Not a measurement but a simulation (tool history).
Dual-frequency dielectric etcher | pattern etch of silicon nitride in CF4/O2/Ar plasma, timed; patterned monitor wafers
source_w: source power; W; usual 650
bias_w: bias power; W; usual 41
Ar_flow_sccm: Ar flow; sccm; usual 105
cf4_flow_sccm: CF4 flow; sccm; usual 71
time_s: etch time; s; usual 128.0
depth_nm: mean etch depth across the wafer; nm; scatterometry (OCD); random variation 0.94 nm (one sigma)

run	hour	source_w	bias_w	Ar_flow_sccm	cf4_flow_sccm	time_s	read-back reference wafer on the same gauge, depth_nm	depth_nm
1	0.0	650	41	105	71	128.0	286.5	250.3
2	62.7	650	41	105	71	128.0	286.0	254.7
3	92.2	650	41	105	71	128.0	286.1	254.8
# hour 163.0: wet clean of the chamber
4	163.5	650	41	105	71	128.0	285.7	261.8
5	201.5	650	41	105	71	128.0	286.0	261.8
6	260.1	650	41	105	71	128.0	286.2	261.5
7	314.1	650	41	105	71	128.0	286.2	263.4
# hour 390.6: wet clean of the chamber, repeated, since the last time left the tool worse
8	391.1	650	41	105	71	128.0	286.4	246.9
9	412.0	650	41	105	71	128.0	286.0	249.0
10	440.8	650	41	105	71	128.0	286.4	251.2
11	480.7	730	41	105	71	128.0	285.8	271.8
# hour 503.9: CF4 flow controller replaced
12	510.4	770	41	105	71	128.0	286.4	282.4
13	565.2	700	47	130	59	128.0	286.0	270.8
# hour 575.7: bias power generator calibrated
# hour 594.2: gauge calibrated
# hour 602.5: upper electrode replaced
14	603.0	580	41	98	71	157.5	285.7	288.8
15	618.2	650	41	105	71	128.0	286.3	253.8
16	643.6	650	41	105	71	128.0	285.9	253.5
# hour 697.2: wet clean of the chamber
17	697.7	650	36	94	71	128.0	285.8	236.0
# hour 708.4: Ar flow controller replaced
# hour 733.7: source power generator calibrated
18	744.5	650	49	105	71	105.5	286.1	224.3
19	806.5	650	41	105	59	128.0	285.7	243.3
20	871.8	600	35	105	71	128.0	285.9	221.8
21	898.5	650	48	105	83	163.5	286.6	351.3
22	926.2	650	45	123	82	128.0	286.5	266.0

The same runs without the tool's hidden state, with the same run-to-run variation:
The hidden state here: etch rate over this chamber's usual, %; source power that arrives over what is set, %; bias power that arrives over what is set, %; Ar flow that arrives over what is set, %; CF4 flow that arrives over what is set, %; gauge reads high (%).
run	depth_nm
1	246.0
2	249.1
3	248.6
4	249.1
5	248.4
6	247.1
7	247.8
8	246.3
9	248.0
10	249.6
11	269.2
12	279.2
13	266.5
14	283.4
15	248.7
16	248.0
17	235.9
18	223.4
19	241.1
20	218.7
21	345.7
22	261.2
